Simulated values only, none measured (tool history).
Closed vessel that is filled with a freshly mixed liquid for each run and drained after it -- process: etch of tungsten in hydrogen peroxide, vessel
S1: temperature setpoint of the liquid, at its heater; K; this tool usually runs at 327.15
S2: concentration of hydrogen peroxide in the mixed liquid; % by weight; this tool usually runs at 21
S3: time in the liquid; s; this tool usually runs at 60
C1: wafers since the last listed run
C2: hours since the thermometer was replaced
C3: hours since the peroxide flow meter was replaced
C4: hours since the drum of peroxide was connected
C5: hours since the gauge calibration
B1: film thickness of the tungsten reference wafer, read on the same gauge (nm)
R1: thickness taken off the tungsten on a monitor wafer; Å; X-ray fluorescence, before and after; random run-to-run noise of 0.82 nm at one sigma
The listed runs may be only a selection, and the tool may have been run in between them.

Run 1, hour 0: usual settings but S2 24 % by weight; C1 0; C2 1344.4; C3 790.7; C4 904.6; C5 1092.4; B1 29.97. Result: R1 931.5 Å.
Run 2, hour 56: usual settings but S2 24 % by weight; C1 3495; C2 1400.4; C3 846.7; C4 960.6; C5 1148.4; B1 30.01. Result: R1 917.9 Å.
At hour 98.7: peroxide flow meter replaced.
Run 3, hour 112.1: usual settings but S2 24 % by weight; C1 3439; C2 1456.5; C3 13.4; C4 1016.7; C5 1204.5; B1 30. Result: R1 879.1 Å.
At hour 115.2: gauge calibrated.
Run 4, hour 138: usual settings but S2 19 % by weight; C1 1616; C2 1482.4; C3 39.3; C4 1042.6; C5 22.8; B1 29.99. Result: R1 784.8 Å.
Run 5, hour 200: usual settings but S2 19 % by weight; C1 3870; C2 1544.4; C3 101.3; C4 1104.6; C5 84.8; B1 29.95. Result: R1 793.7 Å.
Run 6, hour 249.8: usual settings but S2 19 % by weight; C1 3108; C2 1594.2; C3 151.1; C4 1154.4; C5 134.6; B1 29.99. Result: R1 802.7 Å.
Run 7, hour 276.3: usual settings but S3 35 s; C1 1654; C2 1620.7; C3 177.6; C4 1180.9; C5 161.1; B1 29.99. Result: R1 487.3 Å.
Run 8, hour 332.2: usual settings but S3 35 s; C1 3489; C2 1676.6; C3 233.5; C4 1236.8; C5 217; B1 30. Result: R1 488 Å.
Run 9, hour 358.9: usual settings but S3 50 s; C1 1666; C2 1703.3; C3 260.2; C4 1263.5; C5 243.7; B1 29.96. Result: R1 711.7 Å.
Run 10, hour 412.1: usual settings but S1 322.15 K, S3 85 s; C1 3321; C2 1756.5; C3 313.4; C4 1316.7; C5 296.9; B1 29.97. Result: R1 896.6 Å.
Run 11, hour 445.3: usual settings but S2 26 % by weight; C1 2072; C2 1789.7; C3 346.6; C4 1349.9; C5 330.1; B1 30.01. Result: R1 925.3 Å.
Run 12, hour 514.7: usual settings; C1 4332; C2 1859.1; C3 416; C4 1419.3; C5 399.5; B1 30.03. Result: R1 854 Å.
At hour 520.2: new drum of peroxide connected.
At hour 570.7: thermometer replaced.
Run 13, hour 578.6: usual settings but S1 317.65 K, S3 70 s; C1 3864; C2 7.9; C3 479.9; C4 58.4; C5 463.4; B1 29.98. Result: R1 551.1 Å.
Run 14, hour 641.5: usual settings but S1 320.15 K, S2 27 % by weight, S3 85 s; C1 3926; C2 70.8; C3 542.8; C4 121.3; C5 526.3; B1 29.99. Result: R1 894.9 Å.
Run 15, hour 712.6: usual settings; C1 4438; C2 141.9; C3 613.9; C4 192.4; C5 597.4; B1 30. Result: R1 858.1 Å.
Run 16, hour 756.5: usual settings; C1 2740; C2 185.8; C3 657.8; C4 236.3; C5 641.3; B1 30.01. Result: R1 863.4 Å.
Run 17, hour 802.4: usual settings but S2 19 % by weight; C1 2865; C2 231.7; C3 703.7; C4 282.2; C5 687.2; B1 30.01. Result: R1 817.7 Å.
Run 18, hour 831.8: usual settings but S2 19 % by weight; C1 1835; C2 261.1; C3 733.1; C4 311.6; C5 716.6; B1 29.97. Result: R1 810.8 Å.
Run 19, hour 874.6: usual settings but S2 16 % by weight; C1 2671; C2 303.9; C3 775.9; C4 354.4; C5 759.4; B1 30. Result: R1 751.6 Å.
Run 20, hour 915.8: usual settings but S1 317.15 K, S2 18 % by weight, S3 30 s; C1 2571; C2 345.1; C3 817.1; C4 395.6; C5 800.6; B1 29.98. Result: R1 215 Å.
Run 21, hour 957.6: usual settings but S1 332.15 K, S3 85 s; C1 2609; C2 386.9; C3 858.9; C4 437.4; C5 842.4; B1 29.98. Result: R1 1653.6 Å.
Run 22, hour 985: usual settings but S1 322.65 K, S2 16 % by weight, S3 70 s; C1 1710; C2 414.3; C3 886.3; C4 464.8; C5 869.8; B1 29.99. Result: R1 684.5 Å.
Run 23, hour 1027.7: usual settings but S1 333.65 K, S2 26 % by weight, S3 35 s; C1 2665; C2 457; C3 929; C4 507.5; C5 912.5; B1 29.95. Result: R1 832.7 Å.
Run 24, hour 1062.2: usual settings but S1 335.15 K, S3 75 s; C1 2153; C2 491.5; C3 963.5; C4 542; C5 947; B1 29.98. Result: R1 1751.3 Å.
Run 25, hour 1126.2: usual settings; C1 3995; C2 555.5; C3 1027.5; C4 606; C5 1011; B1 30. Result: R1 884.9 Å.
Run 26, hour 1156: usual settings but S1 336.15 K, S2 23 % by weight, S3 40 s; C1 1860; C2 585.3; C3 1057.3; C4 635.8; C5 1040.8; B1 29.98. Result: R1 1037.7 Å.
Run 27, hour 1187.1: usual settings; C1 1941; C2 616.4; C3 1088.4; C4 666.9; C5 1071.9; B1 30.03. Result: R1 891.8 Å.
At hour 1188.5: gauge calibrated.
At hour 1208.6: peroxide flow meter replaced.
Run 28, hour 1235.3: usual settings but S1 332.15 K, S2 16 % by weight; C1 2946; C2 664.6; C3 26.7; C4 715.1; C5 46.8; B1 29.97. Result: R1 986.2 Å.
Run 29, hour 1283.1: usual settings; C1 2983; C2 712.4; C3 74.5; C4 762.9; C5 94.6; B1 29.98. Result: R1 837.9 Å.

Below are 5 alternative next runs, each starting from the tool's condition after run 29. Predict each:
Run A, hour 1283.8: usual settings; C1 43; C2 713.1; C3 75.2; C4 763.6; C5 95.3; B1 ?. Result: R1 ?.
Run B, hour 1283.8: usual settings but S1 334.15 K; C1 43; C2 713.1; C3 75.2; C4 763.6; C5 95.3; B1 ?. Result: R1 ?.
Run C, hour 1283.8: usual settings but S2 15 % by weight; C1 43; C2 713.1; C3 75.2; C4 763.6; C5 95.3; B1 ?. Result: R1 ?.
Run D, hour 1283.8: usual settings but S2 15 % by weight, S3 30 s; C1 43; C2 713.1; C3 75.2; C4 763.6; C5 95.3; B1 ?. Result: R1 ?.
Run E, hour 1283.8: usual settings but S2 18.5 % by weight, S3 80 s; C1 43; C2 713.1; C3 75.2; C4 763.6; C5 95.3; B1 ?. Result: R1 ?.

run     B1      R1
  A  30.03   822.2
  B  30.03  1237.3
  C  30.03   694.9
  D  30.03   347.4
  E  30.03  1028.9
Had the tool no hidden state, the same runs would have come out as:
run      R1
  A   811.8
  B  1221.6
  C   686.1
  D     343
  E  1015.9

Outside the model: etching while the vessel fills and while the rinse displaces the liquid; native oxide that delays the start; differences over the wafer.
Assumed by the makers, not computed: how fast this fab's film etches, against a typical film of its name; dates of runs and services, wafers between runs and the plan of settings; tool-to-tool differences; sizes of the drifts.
